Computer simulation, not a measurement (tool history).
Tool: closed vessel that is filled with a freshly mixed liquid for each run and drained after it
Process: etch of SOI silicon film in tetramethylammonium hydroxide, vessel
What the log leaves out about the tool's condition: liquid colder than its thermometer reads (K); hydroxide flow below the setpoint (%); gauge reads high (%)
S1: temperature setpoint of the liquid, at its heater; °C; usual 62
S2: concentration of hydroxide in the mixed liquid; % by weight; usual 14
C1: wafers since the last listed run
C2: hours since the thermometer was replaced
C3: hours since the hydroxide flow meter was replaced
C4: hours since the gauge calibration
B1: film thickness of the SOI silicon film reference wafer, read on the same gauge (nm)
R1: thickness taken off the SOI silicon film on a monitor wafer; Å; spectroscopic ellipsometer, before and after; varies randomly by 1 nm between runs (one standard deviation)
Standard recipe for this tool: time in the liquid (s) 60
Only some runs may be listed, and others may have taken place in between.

Run 1, hour 0: usual settings but time in the liquid (s) 50; C1 0; C2 1903.3; C3 1101.8; C4 141.9; B1 119.99. Result: R1 1794.8 Å.
Run 2, hour 32.5: usual settings but time in the liquid (s) 50; C1 4745; C2 1935.8; C3 1134.3; C4 174.4; B1 120.02. Result: R1 1800.3 Å.
Run 3, hour 66: usual settings; C1 4891; C2 1969.3; C3 1167.8; C4 207.9; B1 120. Result: R1 2153.2 Å.
Run 4, hour 100.2: usual settings; C1 4993; C2 2003.5; C3 1202; C4 242.1; B1 120. Result: R1 2170.9 Å.
Run 5, hour 125.8: usual settings; C1 3738; C2 2029.1; C3 1227.6; C4 267.7; B1 120. Result: R1 2142.5 Å.
Run 6, hour 138.6: usual settings; C1 1869; C2 2041.9; C3 1240.4; C4 280.5; B1 120.01. Result: R1 2163.4 Å.
Run 7, hour 156.9: usual settings but time in the liquid (s) 85; C1 2672; C2 2060.2; C3 1258.7; C4 298.8; B1 120.01. Result: R1 3072.2 Å.
Run 8, hour 207.2: usual settings but S2 15 % by weight; C1 7344; C2 2110.5; C3 1309; C4 349.1; B1 119.99. Result: R1 2075.1 Å.
Run 9, hour 237.6: usual settings but S2 15 % by weight; C1 4438; C2 2140.9; C3 1339.4; C4 379.5; B1 119.99. Result: R1 2082.7 Å.
Run 10, hour 321.2: usual settings; C1 12207; C2 2224.5; C3 1423; C4 463.1; B1 120.03. Result: R1 2154.5 Å.
Run 11, hour 349.6: usual settings; C1 4146; C2 2252.9; C3 1451.4; C4 491.5; B1 119.99. Result: R1 2183.5 Å.
Run 12, hour 370.4: usual settings; C1 3037; C2 2273.7; C3 1472.2; C4 512.3; B1 120. Result: R1 2152.2 Å.
Run 13, hour 388.6: usual settings but S1 56.5 °C; C1 2657; C2 2291.9; C3 1490.4; C4 530.5; B1 119.99. Result: R1 1527.2 Å.
Run 14, hour 414.4: usual settings; C1 3767; C2 2317.7; C3 1516.2; C4 556.3; B1 120.01. Result: R1 2159.4 Å.
Run 15, hour 445: usual settings; C1 4468; C2 2348.3; C3 1546.8; C4 586.9; B1 120.01. Result: R1 2162.3 Å.
Run 16, hour 478.9: usual settings; C1 4950; C2 2382.2; C3 1580.7; C4 620.8; B1 120. Result: R1 2162.2 Å.
Run 17, hour 491.9: usual settings but S1 58 °C, S2 15.5 % by weight, time in the liquid (s) 80; C1 1898; C2 2395.2; C3 1593.7; C4 633.8; B1 119.97. Result: R1 2125.7 Å.
Run 18, hour 519.5: usual settings but S2 11.5 % by weight; C1 4030; C2 2422.8; C3 1621.3; C4 661.4; B1 119.99. Result: R1 2377.7 Å.
At hour 554.1: gauge calibrated.
Run 19, hour 554.3: usual settings but S2 17 % by weight, time in the liquid (s) 95; C1 5081; C2 2457.6; C3 1656.1; C4 0.2; B1 120. Result: R1 3149.9 Å.
Run 20, hour 566.6: usual settings; C1 1796; C2 2469.9; C3 1668.4; C4 12.5; B1 120.01. Result: R1 2152.8 Å.
Run 21, hour 594.7: usual settings; C1 4103; C2 2498; C3 1696.5; C4 40.6; B1 119.99. Result: R1 2158.7 Å.
Run 22, hour 627.3: usual settings; C1 4760; C2 2530.6; C3 1729.1; C4 73.2; B1 119.99. Result: R1 2177.4 Å.
Run 23, hour 645.5: usual settings but time in the liquid (s) 80; C1 2657; C2 2548.8; C3 1747.3; C4 91.4; B1 120.01. Result: R1 2870.9 Å.
Run 24, hour 681.3: usual settings but S1 57 °C, S2 18 % by weight; C1 5227; C2 2584.6; C3 1783.1; C4 127.2; B1 120.01. Result: R1 1425.6 Å.
Run 25, hour 700.4: usual settings but S1 66.5 °C, S2 16 % by weight, time in the liquid (s) 70; C1 2788; C2 2603.7; C3 1802.2; C4 146.3; B1 120.01. Result: R1 3128.3 Å.
At hour 722.4: thermometer replaced.
Run 26, hour 733: usual settings but S1 64.5 °C, S2 11 % by weight; C1 4614; C2 10.6; C3 1834.8; C4 178.9; B1 120.01. Result: R1 2785.2 Å.
Run 27, hour 757.8: usual settings; C1 3621; C2 35.4; C3 1859.6; C4 203.7; B1 120. Result: R1 2186.1 Å.
Run 28, hour 789.6: usual settings but S2 15 % by weight; C1 4643; C2 67.2; C3 1891.4; C4 235.5; B1 120. Result: R1 2080.9 Å.
At hour 804.6: hydroxide flow meter replaced.
Run 29, hour 811.1: usual settings but time in the liquid (s) 90; C1 2993; C2 88.7; C3 6.5; C4 257; B1 120. Result: R1 3243.4 Å.
Run 30, hour 837.2: usual settings but S1 58.5 °C, time in the liquid (s) 45; C1 3811; C2 114.8; C3 32.6; C4 283.1; B1 120. Result: R1 1313.5 Å.
Run 31, hour 940.4: usual settings but S1 68 °C, S2 17 % by weight, time in the liquid (s) 30; C1 15069; C2 218; C3 135.8; C4 386.3; B1 120.01. Result: R1 1418.6 Å.
Run 32, hour 1032.7: usual settings but S1 66.5 °C, time in the liquid (s) 30; C1 13477; C2 310.3; C3 228.1; C4 478.6; B1 120. Result: R1 1423.9 Å.
Run 33, hour 1063.2: usual settings; C1 4453; C2 340.8; C3 258.6; C4 509.1; B1 120. Result: R1 2148.8 Å.

For each run, what was the tool's unlogged condition?
liquid colder than its thermometer reads (K): 0 across all the runs
hydroxide flow below the setpoint (%): 0 across all the runs
gauge reads high (%): 0 across all the runs
